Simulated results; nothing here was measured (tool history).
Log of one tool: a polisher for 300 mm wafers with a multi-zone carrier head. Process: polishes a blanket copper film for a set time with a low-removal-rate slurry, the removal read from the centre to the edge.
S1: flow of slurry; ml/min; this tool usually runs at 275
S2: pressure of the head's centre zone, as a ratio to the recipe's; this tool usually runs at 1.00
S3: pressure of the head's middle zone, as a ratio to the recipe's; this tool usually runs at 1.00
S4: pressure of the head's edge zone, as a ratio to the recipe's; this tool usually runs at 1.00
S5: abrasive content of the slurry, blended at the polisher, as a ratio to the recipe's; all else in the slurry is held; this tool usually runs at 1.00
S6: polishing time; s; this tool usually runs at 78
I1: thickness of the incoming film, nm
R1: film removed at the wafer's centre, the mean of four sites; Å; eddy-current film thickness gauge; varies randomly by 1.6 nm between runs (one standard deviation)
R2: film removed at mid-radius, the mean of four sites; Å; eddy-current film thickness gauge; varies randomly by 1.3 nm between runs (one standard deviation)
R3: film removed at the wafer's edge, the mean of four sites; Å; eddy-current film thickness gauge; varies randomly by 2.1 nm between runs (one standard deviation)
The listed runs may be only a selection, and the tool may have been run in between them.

{"run": 1, "day": 0.0, "S1": 225, "S2": 1.0, "S3": 0.94, "S4": 1.12, "S5": 1.0, "S6": 78, "I1": 918.0, "R1": 1757, "R2": 1678, "R3": 1879}
{"day": 0.475, "done": "centre zone pressure recalibrated"}
{"day": 0.475, "done": "carrier head's membrane replaced by a new one"}
{"day": 0.967, "done": "slurry nozzle cleaned"}
{"run": 2, "day": 2.104, "S1": 275, "S2": 1.0, "S3": 1.0, "S4": 1.0, "S5": 1.0, "S6": 78, "I1": 904.9, "R1": 1809, "R2": 1815, "R3": 1774}
{"run": 3, "day": 3.542, "S1": 275, "S2": 0.94, "S3": 1.0, "S4": 0.96, "S5": 1.0, "S6": 87, "I1": 916.4, "R1": 1872, "R2": 2005, "R3": 1905}
{"run": 4, "day": 5.167, "S1": 315, "S2": 1.0, "S3": 1.0, "S4": 1.0, "S5": 0.9, "S6": 78, "I1": 904.4, "R1": 1757, "R2": 1764, "R3": 1761}
{"run": 5, "day": 7.025, "S1": 240, "S2": 1.0, "S3": 1.0, "S4": 0.88, "S5": 1.0, "S6": 78, "I1": 912.8, "R1": 1760, "R2": 1787, "R3": 1633}
{"run": 6, "day": 8.396, "S1": 230, "S2": 0.96, "S3": 1.0, "S4": 0.89, "S5": 0.9, "S6": 78, "I1": 904.4, "R1": 1653, "R2": 1726, "R3": 1593}
{"run": 7, "day": 10.3, "S1": 275, "S2": 1.0, "S3": 1.0, "S4": 1.0, "S5": 1.0, "S6": 56, "I1": 911.9, "R1": 1274, "R2": 1282, "R3": 1258}
{"day": 12.171, "done": "edge zone pressure recalibrated"}
{"run": 8, "day": 12.492, "S1": 275, "S2": 1.0, "S3": 1.0, "S4": 1.0, "S5": 1.0, "S6": 78, "I1": 925.0, "R1": 1780, "R2": 1763, "R3": 1761}
{"day": 13.212, "done": "worn pad replaced by a new one"}
{"run": 9, "day": 13.7, "S1": 275, "S2": 1.0, "S3": 1.0, "S4": 1.0, "S5": 1.0, "S6": 78, "I1": 914.8, "R1": 1763, "R2": 1752, "R3": 1771}
{"run": 10, "day": 15.396, "S1": 330, "S2": 1.0, "S3": 1.0, "S4": 1.0, "S5": 1.0, "S6": 78, "I1": 901.6, "R1": 1774, "R2": 1806, "R3": 1744}
{"day": 17.338, "done": "slurry nozzle cleaned"}
{"run": 11, "day": 18.046, "S1": 225, "S2": 1.0, "S3": 0.94, "S4": 1.12, "S5": 1.0, "S6": 78, "I1": 892.4, "R1": 1738, "R2": 1687, "R3": 1821}
{"day": 18.692, "done": "centre zone pressure recalibrated"}
{"run": 12, "day": 19.758, "S1": 240, "S2": 1.0, "S3": 1.0, "S4": 1.0, "S5": 0.9, "S6": 78, "I1": 894.3, "R1": 1720, "R2": 1720, "R3": 1698}
{"run": 13, "day": 22.612, "S1": 275, "S2": 0.93, "S3": 1.0, "S4": 1.1, "S5": 0.9, "S6": 92, "I1": 908.0, "R1": 1911, "R2": 2058, "R3": 2135}
{"run": 14, "day": 25.467, "S1": 245, "S2": 1.0, "S3": 1.0, "S4": 0.89, "S5": 1.0, "S6": 96, "I1": 900.8, "R1": 2163, "R2": 2187, "R3": 2045}
{"run": 15, "day": 26.721, "S1": 275, "S2": 1.0, "S3": 1.0, "S4": 1.0, "S5": 1.3, "S6": 78, "I1": 910.4, "R1": 1902, "R2": 1911, "R3": 1850}
{"run": 16, "day": 29.338, "S1": 335, "S2": 0.95, "S3": 0.96, "S4": 1.0, "S5": 0.75, "S6": 78, "I1": 923.1, "R1": 1576, "R2": 1640, "R3": 1675}
{"day": 30.35, "done": "worn pad replaced by a new one"}
{"run": 17, "day": 30.954, "S1": 330, "S2": 1.0, "S3": 1.0, "S4": 1.12, "S5": 1.15, "S6": 52, "I1": 907.5, "R1": 1239, "R2": 1244, "R3": 1297}
{"run": 18, "day": 32.433, "S1": 275, "S2": 1.0, "S3": 1.0, "S4": 1.0, "S5": 1.0, "S6": 78, "I1": 914.2, "R1": 1777, "R2": 1785, "R3": 1763}
{"day": 32.679, "done": "edge zone pressure recalibrated"}
{"day": 34.212, "done": "centre zone pressure recalibrated"}
{"run": 19, "day": 34.675, "S1": 275, "S2": 1.0, "S3": 0.91, "S4": 1.0, "S5": 1.2, "S6": 95, "I1": 910.9, "R1": 2221, "R2": 2067, "R3": 2206}
{"day": 35.304, "done": "slurry nozzle cleaned"}
{"run": 20, "day": 37.158, "S1": 315, "S2": 1.07, "S3": 0.96, "S4": 1.0, "S5": 1.0, "S6": 89, "I1": 907.3, "R1": 2200, "R2": 2001, "R3": 2008}

Give the tool's hidden conditions for every run:
removal rate lost through wear of the pad, %: 0 on each run
slurry flow missing at the pad, %: 0 on each run
deviation of the centre zone's pressure from its setpoint, %: 0 on each run
deviation of the edge zone's pressure from its setpoint, %: 0 on each run
